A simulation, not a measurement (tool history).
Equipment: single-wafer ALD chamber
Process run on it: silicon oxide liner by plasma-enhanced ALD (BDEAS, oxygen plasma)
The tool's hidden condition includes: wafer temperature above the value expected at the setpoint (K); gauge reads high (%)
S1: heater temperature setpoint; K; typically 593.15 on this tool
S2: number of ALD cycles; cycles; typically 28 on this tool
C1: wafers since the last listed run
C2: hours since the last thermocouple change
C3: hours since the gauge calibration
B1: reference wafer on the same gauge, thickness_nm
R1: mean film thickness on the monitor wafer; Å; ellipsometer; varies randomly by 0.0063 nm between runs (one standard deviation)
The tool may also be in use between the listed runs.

run	hour	S1	S2	C1	C2	C3	B1	R1
1	0.0	593.15	24	0	2727.5	202.9	2.852	21.63
2	20.3	586.15	28	128	2747.8	223.2	2.846	25.24
3	46.0	593.15	28	162	2773.5	248.9	2.848	25.06
4	62.3	593.15	28	102	2789.8	265.2	2.845	25.09
5	93.2	593.15	28	194	2820.7	296.1	2.844	25.09
6	125.7	593.15	28	204	2853.2	328.6	2.838	25.01
7	146.7	593.15	28	132	2874.2	349.6	2.836	25.05
8	182.2	593.15	28	223	2909.7	385.1	2.836	24.97
9	212.2	593.15	28	189	2939.7	415.1	2.829	24.91
10	247.8	593.15	28	224	2975.3	450.7	2.826	24.90
11	279.5	593.15	28	199	3007.0	482.4	2.826	25.02
12	293.2	593.15	28	86	3020.7	496.1	2.822	24.84
13	384.1	605.15	28	573	3111.6	587.0	2.823	24.49
14	410.4	605.15	28	165	3137.9	613.3	2.818	24.45
15	446.3	593.15	28	226	3173.8	649.2	2.818	24.76
16	470.5	593.15	28	152	3198.0	673.4	2.816	24.91
# hour 568.6: thermocouple changed; heater temperature recalibrated
17	574.4	593.15	28	604	5.8	777.3	2.813	24.74
18	591.5	585.15	28	107	22.9	794.4	2.812	25.04
19	618.8	585.15	28	172	50.2	821.7	2.813	25.03
20	640.5	593.15	28	136	71.9	843.4	2.810	24.74
21	662.3	583.15	26	137	93.7	865.2	2.808	23.23
22	693.0	598.15	24	193	124.4	895.9	2.810	21.03
23	712.9	593.15	28	125	144.3	915.8	2.808	24.68

Predict the results of run 24:
24	744.7	585.15	26	200	176.1	947.6	?	?

Logged for run 24: B1 2.809, R1 23.22 Å.
On a tool with no hidden condition, and with the same random variation, this run would have come out at R1 23.74 Å.
